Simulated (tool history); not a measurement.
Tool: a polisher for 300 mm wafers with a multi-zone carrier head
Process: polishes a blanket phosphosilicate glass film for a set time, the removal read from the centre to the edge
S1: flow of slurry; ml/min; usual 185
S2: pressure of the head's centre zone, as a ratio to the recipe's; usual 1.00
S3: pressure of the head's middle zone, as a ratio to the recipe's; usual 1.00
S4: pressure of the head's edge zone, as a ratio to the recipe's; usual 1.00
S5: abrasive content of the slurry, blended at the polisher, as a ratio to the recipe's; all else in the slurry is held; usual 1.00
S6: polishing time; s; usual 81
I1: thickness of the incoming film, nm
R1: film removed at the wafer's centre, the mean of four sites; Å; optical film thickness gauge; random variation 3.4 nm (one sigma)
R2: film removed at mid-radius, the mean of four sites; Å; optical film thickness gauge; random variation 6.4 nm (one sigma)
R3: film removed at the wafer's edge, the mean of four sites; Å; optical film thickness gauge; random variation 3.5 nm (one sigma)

Run 1, hour 0.0: usual settings; I1 4539.4. Result: R1 4723 Å, R2 4749 Å, R3 4725 Å.
Run 2, hour 56.8: usual settings but S1 145 ml/min, S2 0.95, S3 0.89, S4 0.91; I1 4491.6. Result: R1 4338 Å, R2 4148 Å, R3 4473 Å.
Run 3, hour 113.3: usual settings but S5 1.25; I1 4446.1. Result: R1 5142 Å, R2 5303 Å, R3 5263 Å.
Run 4, hour 155.4: usual settings but S1 150 ml/min, S2 0.95, S3 0.88, S5 0.80; I1 4386.8. Result: R1 3851 Å, R2 3746 Å, R3 4211 Å.
Run 5, hour 195.2: usual settings but S3 0.93, S4 1.06; I1 4393.2. Result: R1 4714 Å, R2 4496 Å, R3 4919 Å.
At hour 216.4: carrier head's membrane replaced by a new one.
Run 6, hour 225.5: usual settings but S3 1.03, S4 1.07; I1 4484.6. Result: R1 4651 Å, R2 5004 Å, R3 4912 Å.
Run 7, hour 267.1: usual settings but S3 1.05; I1 4412.5. Result: R1 4610 Å, R2 5068 Å, R3 4812 Å.
At hour 316.8: worn pad replaced by a new one.
Run 8, hour 317.3: usual settings but S1 140 ml/min; I1 4471.0. Result: R1 4385 Å, R2 4638 Å, R3 4657 Å.
Run 9, hour 375.6: usual settings; I1 4407.3. Result: R1 4509 Å, R2 4736 Å, R3 4711 Å.
Run 10, hour 414.7: usual settings but S3 1.07, S5 0.75; I1 4521.3. Result: R1 3936 Å, R2 4432 Å, R3 4125 Å.
At hour 423.9: centre zone pressure recalibrated.
At hour 431.2: slurry nozzle cleaned.
Run 11, hour 448.9: usual settings but S2 0.92, S4 1.04; I1 4460.4. Result: R1 4346 Å, R2 4785 Å, R3 4827 Å.
Run 12, hour 653.3: usual settings but S2 1.11; I1 4373.1. Result: R1 5198 Å, R2 4867 Å, R3 4749 Å.
Run 13, hour 717.9: usual settings but S3 1.05, S5 1.20; I1 4392.8. Result: R1 5022 Å, R2 5454 Å, R3 5197 Å.
Run 14, hour 748.4: usual settings but S3 1.07; I1 4455.3. Result: R1 4658 Å, R2 5041 Å, R3 4756 Å.
At hour 791.7: worn pad replaced by a new one.
Run 15, hour 812.2: usual settings; I1 4456.3. Result: R1 4529 Å, R2 4819 Å, R3 4796 Å.
Run 16, hour 862.2: usual settings but S2 1.04, S4 0.91, S6 72 s; I1 4481.0. Result: R1 4180 Å, R2 4250 Å, R3 4034 Å.

Forecast run 17:
Run 17, hour 889.0: usual settings but S1 210 ml/min, S3 1.04; I1 4502.3. Result: R1 ?, R2 ?, R3 ?.

Run 17 gave R1 4540 Å, R2 4988 Å, R3 4813 Å.
Without the tool's hidden state the same run would have given R1 4831 Å, R2 4987 Å, R3 4813 Å.
